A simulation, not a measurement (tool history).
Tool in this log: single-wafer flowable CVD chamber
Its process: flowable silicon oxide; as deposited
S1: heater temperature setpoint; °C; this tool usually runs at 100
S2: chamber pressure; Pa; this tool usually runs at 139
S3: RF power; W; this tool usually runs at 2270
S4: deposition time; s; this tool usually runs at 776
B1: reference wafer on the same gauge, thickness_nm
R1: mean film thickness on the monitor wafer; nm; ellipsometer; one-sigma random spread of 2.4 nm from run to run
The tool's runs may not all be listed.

run 1 hour=0.0 | S1=100 S2=123 S3=2380 S4=776 | B1=697.334 | R1=608.579
run 2 hour=68.3 | S1=100 S2=123 S3=2380 S4=776 | B1=698.556 | R1=607.890
run 3 hour=135.4 | S1=100 S2=139 S3=2270 S4=776 | B1=697.680 | R1=687.376
run 4 hour=172.5 | S1=100 S2=139 S3=2270 S4=776 | B1=697.790 | R1=686.483
run 5 hour=221.4 | S1=100 S2=139 S3=2270 S4=776 | B1=697.763 | R1=691.832
run 6 hour=249.9 | S1=100 S2=139 S3=2270 S4=776 | B1=697.628 | R1=688.001
run 7 hour=333.3 | S1=100 S2=139 S3=2270 S4=776 | B1=698.054 | R1=686.364
run 8 hour=364.6 | S1=100 S2=139 S3=2270 S4=776 | B1=696.836 | R1=691.829
run 9 hour=408.5 | S1=100 S2=139 S3=2270 S4=776 | B1=698.601 | R1=692.797
run 10 hour=444.5 | S1=100 S2=139 S3=2270 S4=776 | B1=696.648 | R1=691.040
-- hour=472.9 RF generator calibrated
run 11 hour=473.4 | S1=100 S2=139 S3=2560 S4=776 | B1=698.112 | R1=701.743
run 12 hour=527.0 | S1=100 S2=139 S3=2270 S4=776 | B1=698.336 | R1=680.596
run 13 hour=562.7 | S1=100 S2=139 S3=2270 S4=776 | B1=697.984 | R1=685.907
run 14 hour=589.4 | S1=100 S2=139 S3=2270 S4=776 | B1=697.349 | R1=683.031
-- hour=632.8 thermocouple changed; heater temperature recalibrated
run 15 hour=633.3 | S1=100 S2=139 S3=2270 S4=690 | B1=697.173 | R1=613.559
-- hour=637.1 gauge calibrated
run 16 hour=664.4 | S1=91 S2=111 S3=2480 S4=626 | B1=698.062 | R1=630.490
run 17 hour=715.6 | S1=100 S2=117 S3=2395 S4=837 | B1=697.257 | R1=630.924
run 18 hour=773.4 | S1=100 S2=139 S3=2270 S4=776 | B1=698.622 | R1=686.627
run 19 hour=811.1 | S1=100 S2=139 S3=1865 S4=641 | B1=697.887 | R1=542.993
run 20 hour=846.1 | S1=100 S2=156 S3=1825 S4=667 | B1=699.264 | R1=629.239
run 21 hour=897.2 | S1=100 S2=139 S3=2270 S4=776 | B1=697.996 | R1=686.479
-- hour=948.7 capacitance manometer re-zeroed and calibrated
run 22 hour=951.5 | S1=100 S2=139 S3=1885 S4=776 | B1=699.519 | R1=658.358
-- hour=1010.9 showerhead replaced
run 23 hour=1019.7 | S1=100 S2=139 S3=2560 S4=776 | B1=699.040 | R1=701.443
run 24 hour=1070.5 | S1=100 S2=139 S3=2270 S4=733 | B1=698.213 | R1=645.607
run 25 hour=1110.5 | S1=100 S2=139 S3=2270 S4=776 | B1=696.469 | R1=689.483
run 26 hour=1165.1 | S1=95 S2=109 S3=2270 S4=707 | B1=696.798 | R1=587.282
run 27 hour=1203.8 | S1=91 S2=139 S3=2575 S4=656 | B1=697.794 | R1=826.467
run 28 hour=1275.0 | S1=115 S2=127 S3=2565 S4=662 | B1=697.403 | R1=315.414
run 29 hour=1346.1 | S1=100 S2=139 S3=2270 S4=776 | B1=698.437 | R1=687.073

Alternative continuations, all from the tool just after run 29; predict every row:
run A hour=1346.7 | S1=100 S2=139 S3=2270 S4=776 | B1=? | R1=?
run B hour=1346.7 | S1=100 S2=125 S3=2405 S4=776 | B1=? | R1=?
run C hour=1346.7 | S1=93 S2=121 S3=2390 S4=828 | B1=? | R1=?

run=A B1=697.734 R1=685.838
run=B B1=697.734 R1=623.410
run=C B1=697.734 R1=836.243
Stripped of hidden state, with their random variation kept, the same runs would have yielded:
run=A R1=685.838
run=B R1=623.410
run=C R1=836.243
